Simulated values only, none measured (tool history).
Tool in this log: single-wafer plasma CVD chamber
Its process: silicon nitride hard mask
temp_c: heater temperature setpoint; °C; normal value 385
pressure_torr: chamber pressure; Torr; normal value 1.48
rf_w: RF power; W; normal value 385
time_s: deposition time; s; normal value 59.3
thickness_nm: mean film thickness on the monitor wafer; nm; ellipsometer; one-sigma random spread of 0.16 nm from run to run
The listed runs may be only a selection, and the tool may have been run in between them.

run,hour,temp_c,pressure_torr,rf_w,time_s,"read-back reference wafer on the same gauge, thickness_nm",thickness_nm
1,0.0,385,1.48,435,59.3,61.297,81.075
2,19.9,385,1.48,385,59.3,61.310,75.176
3,47.8,385,1.48,385,59.3,61.300,75.264
4,130.1,385,1.48,385,50.1,61.319,63.274
5,154.9,385,1.48,385,50.1,61.314,63.343
6,188.8,385,1.48,385,50.1,61.288,63.007
# hour 207.4: gauge calibrated
7,221.7,385,1.48,385,59.3,61.320,74.593
8,246.4,385,1.48,385,59.3,61.290,74.380
9,272.8,385,1.48,385,59.3,61.333,74.266
# hour 291.5: thermocouple changed; heater temperature recalibrated
# hour 296.9: capacitance manometer re-zeroed and calibrated
10,304.8,385,1.72,385,59.3,61.301,81.076
11,324.3,385,1.32,455,59.3,61.319,80.470
12,352.7,385,1.48,385,59.3,61.311,76.494
# hour 371.7: showerhead replaced
13,372.2,385,1.48,385,50.1,61.307,64.865
14,405.9,385,1.22,350,50.3,61.295,55.769
# hour 427.7: RF generator calibrated
15,456.8,385,1.48,425,52.4,61.316,72.040
16,474.7,385,1.48,385,47.7,61.331,61.528
17,488.3,398,1.36,405,54.9,61.280,70.047
18,522.5,385,1.22,350,50.3,61.294,55.574
19,547.0,385,1.21,440,50.9,61.300,64.712
# hour 549.2: gauge calibrated
20,560.0,385,1.84,385,59.3,61.310,82.927

5 ways to go on from here, each from the tool as it stands after run 20. What would each give?
A,560.4,385,1.48,385,59.3,?,?
B,560.4,385,1.39,385,59.3,?,?
C,560.4,385,1.65,385,59.3,?,?
D,560.4,385,1.11,315,59.3,?,?
E,560.4,396,1.48,385,59.3,?,?

run,"read-back reference wafer on the same gauge, thickness_nm",thickness_nm
A,61.286,76.304
B,61.286,74.219
C,61.286,79.764
D,61.286,57.803
E,61.286,75.995
Stripped of hidden state, with their random variation kept, the same runs would have yielded:
run,thickness_nm
A,76.507
B,74.425
C,79.962
D,57.977
E,76.197
